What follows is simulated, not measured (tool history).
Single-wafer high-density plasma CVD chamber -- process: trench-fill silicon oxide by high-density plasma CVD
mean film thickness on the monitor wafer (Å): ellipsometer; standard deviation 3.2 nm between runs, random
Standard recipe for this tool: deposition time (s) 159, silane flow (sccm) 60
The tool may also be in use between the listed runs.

run	hour	deposition time (s)	silane flow (sccm)	wafers since the last listed run	hours since the silane flow controller was replaced	hours since the gauge calibration	read-back reference wafer on the same gauge, thickness_nm	mean film thickness on the monitor wafer (Å)
1	0.0	159	60	0	1696.7	66.8	820.148	10634.36
2	6.4	159	60	54	1703.1	73.2	820.538	10630.60
3	18.6	159	65	104	1715.3	85.4	821.434	11550.10
4	32.4	172	60	118	1729.1	99.2	819.901	11475.23
5	39.8	172	60	63	1736.5	106.6	819.820	11475.64
6	55.7	172	60	136	1752.4	122.5	819.794	11529.00
7	72.0	159	60	139	1768.7	138.8	819.715	10677.73
8	84.1	159	60	103	1780.8	150.9	821.333	10627.71
9	91.5	159	60	63	1788.2	158.3	819.493	10676.00
10	106.8	149	60	131	1803.5	173.6	820.365	9963.71
11	116.4	159	60	82	1813.1	183.2	819.610	10671.31
12	124.6	159	60	70	1821.3	191.4	819.819	10604.70
13	131.4	159	60	58	1828.1	198.2	820.551	10630.15
14	137.7	171	68	54	1834.4	204.5	820.466	13074.78
15	145.7	171	68	68	1842.4	212.5	820.392	13040.83
16	163.6	171	68	153	1860.3	230.4	819.892	12994.73
17	169.8	159	60	53	1866.5	236.6	819.956	10703.38
18	186.6	159	60	144	1883.3	253.4	820.440	10677.35
19	192.9	159	60	54	1889.6	259.7	820.255	10702.28
20	205.9	159	60	111	1902.6	272.7	820.673	10618.99
21	243.6	159	60	323	1940.3	310.4	821.097	10708.94
22	249.7	144	64	52	1946.4	316.5	819.643	10319.07
# hour 254.5: gauge calibrated
23	264.0	159	60	122	1960.7	9.5	819.861	10668.87
24	273.4	188	53	80	1970.1	18.9	819.698	11116.05
25	281.4	159	60	68	1978.1	26.9	821.146	10712.42
26	297.5	169	50	138	1994.2	43.0	820.465	9494.88
27	312.1	159	60	125	2008.8	57.6	820.349	10663.80
28	324.5	146	67	106	2021.2	70.0	820.056	10936.58
29	334.1	184	60	82	2030.8	79.6	820.100	12298.55
30	345.9	159	60	101	2042.6	91.4	819.567	10687.71
31	359.1	159	60	113	2055.8	104.6	820.029	10666.39
# hour 370.8: silane flow controller replaced
32	381.5	159	60	123	10.7	127.0	819.908	10214.04
33	392.3	159	60	92	21.5	137.8	818.884	10222.48
34	400.6	180	53	71	29.8	146.1	819.383	10233.33
35	420.7	185	68	172	49.9	166.2	820.586	13529.01
36	431.7	140	65	94	60.9	177.2	819.196	9794.90
37	441.7	140	49	85	70.9	187.2	819.800	7428.41
38	465.5	147	66	204	94.7	211.0	820.527	10444.91
39	472.9	179	56	63	102.1	218.4	820.548	10902.41
40	490.4	180	65	150	119.6	235.9	820.492	12618.31
41	508.0	159	69	151	137.2	253.5	819.321	11911.32
42	523.4	136	60	132	152.6	268.9	818.967	8858.97
43	534.0	159	60	91	163.2	279.5	819.617	10340.72

Give the tool's hidden conditions for every run:
gauge reads high (%): 0, the same for each run
H1: delivered silane flow above the setpoint (%)
run	H1
1	4.86
2	4.86
3	4.87
4	4.88
5	4.88
6	4.9
7	4.91
8	4.91
9	4.92
10	4.93
11	4.94
12	4.94
13	4.94
14	4.95
15	4.95
16	4.96
17	4.97
18	4.98
19	4.98
20	4.99
21	5.01
22	5.01
23	5.02
24	5.02
25	5.03
26	5.03
27	5.04
28	5.05
29	5.05
30	5.06
31	5.06
32	0.703
33	0.803
34	0.879
35	1.06
36	1.16
37	1.24
38	1.44
39	1.5
40	1.64
41	1.78
42	1.9
43	1.98
